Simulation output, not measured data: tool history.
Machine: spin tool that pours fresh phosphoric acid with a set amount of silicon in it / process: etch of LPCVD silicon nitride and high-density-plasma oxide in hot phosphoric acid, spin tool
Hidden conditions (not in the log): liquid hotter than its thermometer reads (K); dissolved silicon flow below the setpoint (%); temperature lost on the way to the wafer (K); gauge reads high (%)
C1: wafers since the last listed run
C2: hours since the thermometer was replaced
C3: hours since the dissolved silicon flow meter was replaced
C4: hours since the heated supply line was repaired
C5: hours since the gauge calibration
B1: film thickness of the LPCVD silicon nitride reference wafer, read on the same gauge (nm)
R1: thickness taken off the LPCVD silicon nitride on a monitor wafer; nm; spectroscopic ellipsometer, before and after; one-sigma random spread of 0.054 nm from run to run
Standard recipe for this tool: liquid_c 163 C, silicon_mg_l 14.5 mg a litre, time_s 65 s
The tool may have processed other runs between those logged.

run 1 hour=0 | liquid_c=163 silicon_mg_l=14.5 time_s=65 | C1=0 C2=1456.2 C3=2340.2 C4=942.2 C5=21.8 | B1=49.99 | R1=6.26
run 2 hour=14.7 | liquid_c=163 silicon_mg_l=14.5 time_s=65 | C1=112 C2=1470.9 C3=2354.9 C4=956.9 C5=36.5 | B1=50.01 | R1=6.28
run 3 hour=21.8 | liquid_c=163 silicon_mg_l=14.5 time_s=65 | C1=54 C2=1478 C3=2362 C4=964 C5=43.6 | B1=50 | R1=6.24
run 4 hour=71.9 | liquid_c=163 silicon_mg_l=19.5 time_s=50 | C1=384 C2=1528.1 C3=2412.1 C4=1014.1 C5=93.7 | B1=49.98 | R1=4.79
-- hour=73.6 heated supply line repaired
run 5 hour=83.6 | liquid_c=162 silicon_mg_l=14.5 time_s=65 | C1=82 C2=1539.8 C3=2423.8 C4=10 C5=105.4 | B1=50 | R1=6.78
-- hour=97.4 dissolved silicon flow meter replaced
run 6 hour=99.3 | liquid_c=162 silicon_mg_l=14.5 time_s=65 | C1=112 C2=1555.5 C3=1.9 C4=25.7 C5=121.1 | B1=49.99 | R1=6.64
run 7 hour=113.5 | liquid_c=162 silicon_mg_l=14.5 time_s=65 | C1=109 C2=1569.7 C3=16.1 C4=39.9 C5=135.3 | B1=50.01 | R1=6.64
run 8 hour=124.4 | liquid_c=163 silicon_mg_l=14.5 time_s=65 | C1=83 C2=1580.6 C3=27 C4=50.8 C5=146.2 | B1=50 | R1=6.89
-- hour=138.1 thermometer replaced
run 9 hour=138.6 | liquid_c=164 silicon_mg_l=3 time_s=90 | C1=101 C2=0.5 C3=41.2 C4=65 C5=160.4 | B1=49.99 | R1=9.92
-- hour=143 gauge calibrated
run 10 hour=146.1 | liquid_c=163 silicon_mg_l=14.5 time_s=65 | C1=57 C2=8 C3=48.7 C4=72.5 C5=3.1 | B1=49.98 | R1=6.74
run 11 hour=154.5 | liquid_c=163 silicon_mg_l=14.5 time_s=65 | C1=64 C2=16.4 C3=57.1 C4=80.9 C5=11.5 | B1=49.99 | R1=6.76
run 12 hour=169.2 | liquid_c=163 silicon_mg_l=14.5 time_s=65 | C1=112 C2=31.1 C3=71.8 C4=95.6 C5=26.2 | B1=50.02 | R1=6.79
run 13 hour=182.1 | liquid_c=161.5 silicon_mg_l=6 time_s=100 | C1=99 C2=44 C3=84.7 C4=108.5 C5=39.1 | B1=50.02 | R1=10.01
run 14 hour=204.6 | liquid_c=163 silicon_mg_l=14.5 time_s=65 | C1=172 C2=66.5 C3=107.2 C4=131 C5=61.6 | B1=49.99 | R1=6.86
run 15 hour=211.8 | liquid_c=160.5 silicon_mg_l=6 time_s=30 | C1=55 C2=73.7 C3=114.4 C4=138.2 C5=68.8 | B1=49.99 | R1=2.9
run 16 hour=226.5 | liquid_c=165.5 silicon_mg_l=10 time_s=40 | C1=112 C2=88.4 C3=129.1 C4=152.9 C5=83.5 | B1=50 | R1=4.55
run 17 hour=236.5 | liquid_c=164 silicon_mg_l=14.5 time_s=65 | C1=76 C2=98.4 C3=139.1 C4=162.9 C5=93.5 | B1=49.98 | R1=7.03
run 18 hour=247.2 | liquid_c=163 silicon_mg_l=14.5 time_s=80 | C1=82 C2=109.1 C3=149.8 C4=173.6 C5=104.2 | B1=49.98 | R1=8.43
run 19 hour=255 | liquid_c=164 silicon_mg_l=23.5 time_s=80 | C1=59 C2=116.9 C3=157.6 C4=181.4 C5=112 | B1=50 | R1=8.71
run 20 hour=262.7 | liquid_c=163 silicon_mg_l=14.5 time_s=65 | C1=59 C2=124.6 C3=165.3 C4=189.1 C5=119.7 | B1=50.01 | R1=6.79

Hidden condition of the tool, last listed run before each entry between runs versus first listed run after:
In the gap between runs 4 and 5: heated supply line repaired (hour 73.6)
  temperature lost on the way to the wafer (K): 3.34 -> 0.267
  measured minus no-state result, R1: -0.57 -> -0.06 nm
In the gap between runs 5 and 6: dissolved silicon flow meter replaced (hour 97.4)
  temperature lost on the way to the wafer (K): 0.267 -> 0.318
  measured minus no-state result, R1: -0.06 -> -0.07 nm
In the gap between runs 8 and 9: thermometer replaced (hour 138.1)
  temperature lost on the way to the wafer (K): 0.4 -> 0.446
  measured minus no-state result, R1: -0.09 -> -0.15 nm
In the gap between runs 9 and 10: gauge calibrated (hour 143)
  temperature lost on the way to the wafer (K): 0.446 -> 0.471
  measured minus no-state result, R1: -0.15 -> -0.1 nm

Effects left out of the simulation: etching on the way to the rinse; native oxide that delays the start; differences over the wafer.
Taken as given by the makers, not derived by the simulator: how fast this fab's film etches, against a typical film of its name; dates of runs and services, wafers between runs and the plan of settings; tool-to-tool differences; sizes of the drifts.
